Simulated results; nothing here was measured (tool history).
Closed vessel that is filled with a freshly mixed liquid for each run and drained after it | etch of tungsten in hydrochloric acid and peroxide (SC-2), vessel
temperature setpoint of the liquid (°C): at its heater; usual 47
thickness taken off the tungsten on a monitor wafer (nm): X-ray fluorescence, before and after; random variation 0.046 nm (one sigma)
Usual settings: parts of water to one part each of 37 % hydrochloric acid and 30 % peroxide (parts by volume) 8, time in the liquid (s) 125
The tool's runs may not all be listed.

run    hour  temperature setpoint of the liquid (°C)  parts of water to one part each of 37 % hydrochloric acid and 30 % peroxide (parts by volume)  time in the liquid (s)  read-back film thickness of the tungsten reference wafer, read on the same gauge (nm)  thickness taken off the tungsten on a monitor wafer (nm)
  1       0                                       47                                                                                              8                     125                                                                                  50.01                                                     14.22
  2    57.1                                       47                                                                                              8                     125                                                                                  50.03                                                     14.19
  3    98.4                                       47                                                                                              8                     125                                                                                  50.02                                                     14.23
  4   123.5                                       47                                                                                              8                     125                                                                                  49.99                                                     14.14
  5     151                                       47                                                                                              8                     125                                                                                  50.02                                                     14.17
      168.3  -- new drum of peroxide connected
  6   221.9                                       47                                                                                              8                     125                                                                                  50.01                                                     14.47
  7   310.3                                       47                                                                                              8                     150                                                                                     50                                                     17.33
  8   352.2                                       47                                                                                              8                     150                                                                                  50.02                                                     17.22
  9   405.1                                       47                                                                                              8                     150                                                                                     50                                                     17.17
 10   433.3                                       47                                                                                              8                     125                                                                                     50                                                      14.2
 11     487                                       47                                                                                              8                     125                                                                                     50                                                      14.2
      531.3  -- chemicals flow meter replaced
 12   547.5                                       47                                                                                              8                     175                                                                                  49.99                                                     19.87
      615.3  -- new drum of peroxide connected
 13     730                                       47                                                                                              8                     125                                                                                  50.01                                                      14.4
 14   763.9                                       40                                                                                              9                     145                                                                                  49.98                                                      9.33
 15   796.3                                       47                                                                                              8                     125                                                                                  50.02                                                     14.36
 16   861.8                                       43                                                                                            4.5                      80                                                                                  49.98                                                     10.69
 17   897.3                                       47                                                                                              8                     150                                                                                     50                                                     17.21
      947.9  -- gauge calibrated
 18   959.4                                       53                                                                                              6                     125                                                                                  50.02                                                     26.47
      992.1  -- thermometer replaced
 19   992.6                                     41.5                                                                                            6.5                     155                                                                                  50.01                                                     14.12
      999.2  -- new drum of peroxide connected
 20  1016.2                                     55.5                                                                                              8                     125                                                                                     50                                                     25.27
 21  1046.7                                     52.5                                                                                           10.5                     175                                                                                  50.01                                                      23.3
 22  1111.7                                       40                                                                                            4.5                      85                                                                                  50.02                                                      9.27
 23  1275.5                                     54.5                                                                                             12                      75                                                                                     50                                                     10.09
 24  1334.1                                     54.5                                                                                              5                     125                                                                                  50.01                                                     33.56
 25  1374.2                                       47                                                                                             11                     125                                                                                  49.99                                                     10.89
     1452.1  -- new drum of peroxide connected
 26  1524.1                                       47                                                                                              8                     125                                                                                     50                                                     14.51
 27  1554.2                                     39.5                                                                                             11                     200                                                                                  49.99                                                     10.55
 28  1583.7                                     43.5                                                                                              8                     125                                                                                     50                                                     11.31
 29  1614.3                                       57                                                                                           10.5                     125                                                                                  49.98                                                     22.36

5 ways to go on from here, each from the tool as it stands after run 29. What would each give?
  A  1615                                       47                                                                                              8                     190                                                                                      ?                                                         ?
  B  1615                                       47                                                                                            6.5                      50                                                                                      ?                                                         ?
  C  1615                                       47                                                                                            4.5                     145                                                                                      ?                                                         ?
  D  1615                                       55                                                                                            9.5                      65                                                                                      ?                                                         ?
  E  1615                                       47                                                                                              6                     125                                                                                      ?                                                         ?

run  read-back film thickness of the tungsten reference wafer, read on the same gauge (nm)  thickness taken off the tungsten on a monitor wafer (nm)
  A                                                                                     50                                                     21.89
  B                                                                                     50                                                      6.78
  C                                                                                     50                                                     25.71
  D                                                                                     50                                                     11.06
  E                                                                                     50                                                        18
Without the tool's hidden state the same runs would have given:
run  thickness taken off the tungsten on a monitor wafer (nm)
  A                                                     22.12
  B                                                      6.85
  C                                                     25.97
  D                                                     11.18
  E                                                     18.19

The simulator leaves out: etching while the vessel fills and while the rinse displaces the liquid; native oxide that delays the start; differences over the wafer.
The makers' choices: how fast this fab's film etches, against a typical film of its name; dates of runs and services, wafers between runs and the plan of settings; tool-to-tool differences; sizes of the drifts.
